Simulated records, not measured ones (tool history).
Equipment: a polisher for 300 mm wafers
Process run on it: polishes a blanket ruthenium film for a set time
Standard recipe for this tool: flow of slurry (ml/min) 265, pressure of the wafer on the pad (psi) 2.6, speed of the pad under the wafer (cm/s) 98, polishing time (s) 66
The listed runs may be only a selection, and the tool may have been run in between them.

run     day  flow of slurry (ml/min)  pressure of the wafer on the pad (psi)  speed of the pad under the wafer (cm/s)  polishing time (s)  incoming thickness of the incoming film, nm  film removed (angstrom)
  1       0                      265                                     2.6                                       98                  66                                        587.7                      794
      0.433  -- worn pad replaced by a new one
  2   0.454                      265                                     2.6                                       98                  66                                        607.2                      898
  3   0.962                      265                                     2.6                                       98                  66                                        591.8                      861
  4   1.467                      240                                     2.9                                       98                  66                                        599.6                      924
  5   1.988                      240                                     2.9                                       98                  66                                        597.3                      925
  6   2.388                      240                                     2.9                                       98                  66                                        601.6                      899
  7   2.904                      265                                     1.9                                       98                  66                                        591.2                      613
  8   3.442                      265                                     1.9                                       98                  66                                        605.6                      603
  9   3.812                      265                                     1.9                                       98                  66                                        607.9                      600
      5.654  -- worn pad replaced by a new one
 10   5.675                      265                                     2.6                                       98                  66                                        606.9                      904
 11   6.088                      265                                     2.6                                       98                  66                                        610.7                      874
 12     6.4                      265                                     2.6                                       98                  66                                        602.6                      862
 13    6.95                      265                                     2.9                                       98                  66                                        593.5                      914
 14   7.292                      265                                     2.6                                       98                  66                                        608.5                      811
 15   7.712                      360                                     2.6                                       98                  66                                        599.6                      811
 16   8.321                      265                                     2.6                                       98                  66                                        603.3                      791
      8.746  -- slurry nozzle cleaned
 17   8.992                      265                                     2.6                                       98                  66                                        590.3                      784
 18    9.35                      350                                     2.6                                       76                  66                                        602.2                      621
      9.696  -- worn pad replaced by a new one
      9.917  -- head pressure recalibrated
 19   9.946                      345                                     2.1                                       80                  66                                        589.7                      669
 20  10.321                      265                                     3.2                                      110                  86                                        596.1                     1717
 21  11.796                      265                                     2.6                                       98                  66                                        592.9                      914
 22  12.525                      265                                     2.8                                       98                  66                                        601.3                      960
 23  13.267                      265                                     2.6                                       78                  84                                          594                      899
 24  13.721                      265                                     2.6                                       98                  66                                        593.2                      862
 25  14.254                      265                                     3.3                                       98                  80                                        603.5                     1347
     14.967  -- worn pad replaced by a new one
 26  14.988                      265                                     2.6                                       98                  66                                        602.6                      986
 27  15.538                      265                                     2.6                                       98                  66                                        608.2                      957
 28  15.971                      345                                     2.6                                       76                  66                                        602.1                      749
 29  16.417                      265                                     2.6                                       98                  66                                        588.4                      930
 30  16.767                      265                                     2.6                                       98                  60                                        592.7                      825
 31  17.196                      265                                     2.3                                       98                  47                                        605.6                      564
 32  17.633                      185                                     1.9                                      122                  46                                        610.8                      567
 33  18.162                      265                                     3.1                                       98                  66                                        599.7                     1046
 34  18.888                      205                                     2.8                                       98                  66                                        608.7                      944
 35    19.2                      265                                     2.6                                       66                  66                                        608.1                      591
 36  19.588                      265                                     3.3                                       98                  66                                        589.1                     1099
 37  20.008                      240                                     2.1                                      110                  74                                        590.1                      891

State the hidden condition of the tool at each of the runs:
slurry flow missing at the pad, %: 0 across all the runs
H1: removal rate lost through wear of the pad, %
H2: deviation of the head's pressure from its setpoint, %
run     H1       H2
  1   12.3    -6.82
  2   2.31    -7.01
  3   5.79    -7.22
  4   8.29    -7.44
  5   10.1    -7.67
  6   11.2    -7.84
  7   12.2    -8.08
  8     13    -8.33
  9   13.3     -8.5
 10   1.17    -9.41
 11   4.08    -9.61
 12   5.82    -9.77
 13   8.15    -10.1
 14   9.24    -10.2
 15   10.3    -10.5
 16   11.4    -10.8
 17   12.2    -11.2
 18   12.5    -11.4
 19   1.88    0.248
 20   4.19    0.246
 21   9.38    0.219
 22   10.6    0.193
 23   11.4    0.158
 24   11.7    0.132
 25     12   0.0973
 26  0.301   0.0422
 27   4.02  -0.0047
 28   6.16  -0.0451
 29   7.81  -0.0898
 30   8.81   -0.127
 31   9.77   -0.175
 32   10.5   -0.228
 33   11.2   -0.295
 34   11.8   -0.395
 35   11.9    -0.44
 36   12.1   -0.499
 37   12.3   -0.565
